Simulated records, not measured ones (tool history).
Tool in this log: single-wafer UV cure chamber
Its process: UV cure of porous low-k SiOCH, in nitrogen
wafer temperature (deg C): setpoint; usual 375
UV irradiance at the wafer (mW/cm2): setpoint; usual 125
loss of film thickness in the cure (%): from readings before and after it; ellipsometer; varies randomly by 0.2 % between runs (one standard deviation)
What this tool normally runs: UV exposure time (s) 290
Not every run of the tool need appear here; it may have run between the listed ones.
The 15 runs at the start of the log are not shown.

run   hour  wafer temperature (deg C)  UV exposure time (s)  UV irradiance at the wafer (mW/cm2)  loss of film thickness in the cure (%)
 16  440.4                        375                   335                                  125                                  13.331
 17    458                        375                   335                                  125                                  13.657
     475.4  -- UV bulbs replaced
 18  475.9                        375                   335                                  125                                  15.403
 19  499.2                        375                   290                                  125                                  14.652
 20  514.2                        375                   290                                  125                                  14.947
 21  542.6                        389                   290                                  125                                  14.894
 22  575.4                        389                   290                                  125                                   14.75
 23  591.5                        375                   290                                  125                                  14.557
 24  616.6                        387                   440                                  140                                  17.589
 25  639.5                        375                   290                                  139                                   15.17
 26  671.8                        363                   290                                  137                                  14.687
 27  742.6                        375                   290                                  125                                  14.201
 28  771.3                        375                   290                                   91                                  12.418
 29  786.1                        389                   400                                  138                                  16.513
 30  820.9                        375                   290                                  125                                  13.705
 31  843.7                        375                   290                                  125                                  13.937
     873.3  -- quartz window cleaned
 32  873.8                        375                   290                                  125                                  13.901
 33  887.6                        382                   200                                   99                                  10.657
 34  900.5                        391                   125                                  115                                   9.544

Run 35 has not been measured yet. What should we expect?
 35  913.2                        393                   410                                   97                                       ?

Run 35 measured loss of film thickness in the cure (%) 14.44.
If the tool had no hidden condition, the same run with the same run-to-run variation would have returned loss of film thickness in the cure (%) 15.977.

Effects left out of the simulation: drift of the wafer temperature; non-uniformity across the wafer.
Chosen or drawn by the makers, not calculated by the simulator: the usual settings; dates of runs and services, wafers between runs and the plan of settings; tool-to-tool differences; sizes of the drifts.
